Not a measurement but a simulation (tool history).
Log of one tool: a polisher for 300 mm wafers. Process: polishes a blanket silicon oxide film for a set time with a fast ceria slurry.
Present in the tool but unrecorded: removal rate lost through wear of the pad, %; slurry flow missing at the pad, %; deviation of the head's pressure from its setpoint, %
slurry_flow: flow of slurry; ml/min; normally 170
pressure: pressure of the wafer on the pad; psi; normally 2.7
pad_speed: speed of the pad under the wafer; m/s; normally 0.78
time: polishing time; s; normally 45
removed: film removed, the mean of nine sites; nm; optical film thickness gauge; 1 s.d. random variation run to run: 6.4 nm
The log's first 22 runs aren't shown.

run   hour  slurry_flow  pressure  pad_speed  time  wafers since the last listed run  wafers polished on this pad  hours since the slurry nozzle was cleaned  hours since the head pressure was calibrated  incoming thickness of the incoming film, nm  removed
 23  271.4          170       2.7       0.78    45                               123                          128                                       76.5                                          46.4                                       1825.3    502.2
 24  278.2          170       2.7       0.78    45                                82                          211                                       83.3                                          53.2                                       1869.4    505.8
 25  296.0          170       2.7       0.78    45                               216                          428                                      101.1                                          71.0                                       1834.7    477.0
 26  310.6          170       2.7       0.78    45                               177                          606                                      115.7                                          85.6                                       1844.0    470.6
 27  328.5          215       3.6       0.66    33                               218                          824                                      133.6                                         103.5                                       1852.1    376.0
 28  338.8          170       2.7       0.78    45                               125                          949                                      143.9                                         113.8                                       1824.2    464.5
 29  353.7          225       3.0       0.78    45                               181                         1131                                      158.8                                         128.7                                       1839.1    490.3
     362.7  -- worn pad replaced by a new one
 30  363.2          120       3.4       0.70    45                                67                            5                                      168.3                                         138.2                                       1819.4    508.9
 31  378.7          205       2.9       1.00    31                               188                          194                                      183.8                                         153.7                                       1845.5    405.8
 32  396.1          170       3.2       0.78    45                               211                          406                                      201.2                                         171.1                                       1849.4    518.9
 33  406.1          115       3.6       0.78    38                               121                          528                                      211.2                                         181.1                                       1830.9    457.3
 34  420.2          170       3.2       0.78    57                               171                          700                                      225.3                                         195.2                                       1850.3    639.8
 35  427.9          170       2.7       0.66    45                                93                          794                                      233.0                                         202.9                                       1827.8    432.1
 36  444.7          170       2.2       0.60    51                               204                          998                                      249.8                                         219.7                                       1837.8    418.0
     459.8  -- worn pad replaced by a new one
 37  461.9          170       2.7       0.78    45                               160                           26                                      267.0                                         236.9                                       1822.8    506.1
 38  474.8          205       2.9       1.00    31                               157                          183                                      279.9                                         249.8                                       1844.8    413.8

Predict each of these 3 candidate next runs independently; none follows another, all start after run 38:
  A  475.2          170       2.7       0.98    45                                 4                          188                                      280.3                                         250.2                                       1842.7        ?
  B  475.2          170       2.7       0.78    31                                 4                          188                                      280.3                                         250.2                                       1842.7        ?
  C  475.2          215       3.2       0.78    45                                 4                          188                                      280.3                                         250.2                                       1842.7        ?

run  removed
  A    570.9
  B    349.8
  C    567.9
Without the tool's hidden state the same runs would have given:
run  removed
  A    579.6
  B    355.2
  C    576.6

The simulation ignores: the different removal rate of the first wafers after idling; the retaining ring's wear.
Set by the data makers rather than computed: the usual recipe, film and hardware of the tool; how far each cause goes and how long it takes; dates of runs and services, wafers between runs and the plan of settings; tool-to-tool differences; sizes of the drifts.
